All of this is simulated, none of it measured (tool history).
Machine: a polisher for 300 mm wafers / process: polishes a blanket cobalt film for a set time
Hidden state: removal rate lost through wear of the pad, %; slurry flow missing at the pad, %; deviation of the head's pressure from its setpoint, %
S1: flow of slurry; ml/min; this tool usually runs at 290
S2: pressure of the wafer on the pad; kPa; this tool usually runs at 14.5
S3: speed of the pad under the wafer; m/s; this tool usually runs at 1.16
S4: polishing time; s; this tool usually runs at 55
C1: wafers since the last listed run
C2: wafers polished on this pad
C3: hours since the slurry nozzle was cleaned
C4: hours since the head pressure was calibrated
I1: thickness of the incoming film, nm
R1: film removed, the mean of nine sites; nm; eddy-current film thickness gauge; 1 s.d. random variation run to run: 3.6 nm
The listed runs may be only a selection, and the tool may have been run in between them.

run   hour   S1    S2    S3  S4   C1   C2     C3      C4      I1     R1
  1      0  360  14.5  1.16  55    0  777  405.5    1197  1153.1  266.4
       4.8  -- worn pad replaced by a new one
  2   15.3  290  14.5  1.16  55   76   71  420.8  1212.3  1190.5  273.7
  3   28.5  290  14.5  1.16  55   89  160    434  1225.5  1185.8  278.7
  4   42.7  290  14.5  1.16  55   96  257  448.2  1239.7  1167.5  272.3
  5   55.3  290  14.5  1.08  55   85  342  460.8  1252.3  1155.9  259.6
  6   70.3  290  14.5  1.16  48  101  444  475.8  1267.3  1157.5  230.9
  7   80.1  220  14.5  1.16  55   66  510  485.6  1277.1  1160.1  259.1
  8   87.2  290  14.5  1.16  46   48  558  492.7  1284.2  1162.6  223.1
      91.8  -- slurry nozzle cleaned
  9  104.8  290  14.5  1.16  46  112  671     13  1301.8    1169  219.4
       111  -- worn pad replaced by a new one
 10  116.2  290  14.5  1.16  55   50   35   24.4  1313.2  1166.8  280.9
 11  125.1  380  14.5  1.16  70   60   95   33.3  1322.1  1180.7  360.9
 12  132.9  290  14.5  1.16  55   52  148   41.1  1329.9  1152.9  275.3
 13  141.8  290  19.3  1.16  55   60  208     50  1338.8  1189.6  366.6
 14  152.7  205  16.5   1.4  43   73  282   60.9  1349.7  1181.1  278.2
 15  164.5  290  12.4  0.86  55   79  362   72.7  1361.5  1150.3  174.2
     171.4  -- head pressure recalibrated
 16  174.2  330  14.5   0.9  50   52  414   82.4     2.8  1166.7  192.6
 17  187.7  325  17.9  1.16  55   91  506   95.9    16.3  1162.1  332.7
 18  195.9  290  11.7   1.5  55   55  562  104.1    24.5  1177.1  283.2
 19    208  290  14.5  1.16  55   82  644  116.2    36.6  1168.3  262.9
     217.6  -- worn pad replaced by a new one
 20  220.9  290  15.9  1.16  55   60   22  129.1    49.5  1181.6  304.6

Below are 5 alternative next runs, each starting from the tool's condition after run 20. Predict each:
  A  221.3  290  13.1  1.16  55   2  25  129.5  49.9  1158.2   ?
  B  221.3  380    11  1.48  73   2  25  129.5  49.9  1158.2   ?
  C  221.3  355  10.3  1.16  67   2  25  129.5  49.9  1158.2   ?
  D  221.3  365  14.5  1.16  72   2  25  129.5  49.9  1158.2   ?
  E  221.3  290  16.5  1.16  55   2  25  129.5  49.9  1158.2   ?

run     R1
  A  255.1
  B  376.1
  C  253.4
  D  374.4
  E  318.4
Without the tool's hidden state the same runs would have given:
run     R1
  A  259.6
  B  382.7
  C  257.9
  D    381
  E    324
